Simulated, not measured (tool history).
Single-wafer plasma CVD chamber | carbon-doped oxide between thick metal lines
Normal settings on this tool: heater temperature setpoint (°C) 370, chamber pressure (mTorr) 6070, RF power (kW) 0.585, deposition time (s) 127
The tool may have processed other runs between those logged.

run,hour,heater temperature setpoint (°C),chamber pressure (mTorr),RF power (kW),deposition time (s),"read-back reference wafer on the same gauge, thickness_nm",mean film thickness on the monitor wafer (Å)
1,0,370,6070,0.585,141,692.283,7274.59
2,44.3,370,6070,0.585,141,691.575,7370.21
3,108.6,370,6070,0.585,141,688.968,7314.11
4,173.6,370,6070,0.585,127,688.492,6541.61
5,236.1,370,6070,0.585,127,686.39,6540.62
# hour 306.8: thermocouple changed; heater temperature recalibrated
6,340.7,376,6070,0.535,127,683.338,6007.78
7,398,370,6070,0.555,127,681.711,6307.49
8,435.9,382,5470,0.505,113,679.671,4935.12
9,464,360,6460,0.615,113,679.474,6181.43
10,525,360,6460,0.615,113,676.625,6141.76
11,605.6,370,6070,0.585,152,674.985,7774.85
# hour 614.4: RF generator calibrated
12,647.1,370,6070,0.585,127,673.912,6405.99
13,704.1,357,6070,0.585,143,671.518,7395.17
14,752.1,370,6070,0.69,110,669.713,6266.09
# hour 752.5: gauge calibrated
15,776.5,370,6070,0.655,127,706.168,7333.86
16,843,370,6070,0.585,127,705.546,6748.44
17,885.6,370,6070,0.585,127,705.446,6722.88
# hour 941.5: capacitance manometer re-zeroed and calibrated
18,953.3,380,5550,0.515,118,706.148,5495.55
# hour 988.9: showerhead replaced
19,1018.2,370,6070,0.585,127,705.982,6760.86
20,1072.3,356,6070,0.51,119,704.386,5850.5
21,1124.2,370,6580,0.505,127,704.498,6102.74
22,1187.9,370,5330,0.585,127,703.579,6517.29
23,1241.3,384,5300,0.585,127,704.268,6361.98
24,1309.9,370,6070,0.585,137,703.255,7259.4
25,1350.3,370,7130,0.585,146,703.075,7865.11
26,1380.5,375,6910,0.585,127,701.527,6785.69
27,1450.2,366,4870,0.585,127,701.344,6411.54
28,1517,380,4910,0.525,137,700.625,6227.27
29,1573.5,384,6070,0.625,127,699.616,6845.77

For each run, the measured value with the value that run would have given without the tool's hidden condition subtracted. The run-to-run variation is shared by both, the gauge scatter possibly not:
Hidden state present: wafer temperature above the value expected at the setpoint (K); delivered RF power above the setpoint (%); true pressure above the setpoint (%); gauge reads high (%).
run,mean film thickness on the monitor wafer (Å)
1,-90.44
2,-101.97
3,-116.8
4,-119.35
5,-134.39
6,-148.12
7,-170.56
8,-141.51
9,-184.91
10,-200.75
11,-283.99
12,-247.17
13,-306.9
14,-275.94
15,+60.4
16,+54.94
17,+53.95
18,+42.56
19,+49.81
20,+40.81
21,+39.85
22,+38.39
23,+33.56
24,+31.81
25,+29.87
26,+22.64
27,+13.97
28,+5.93
29,-1.19
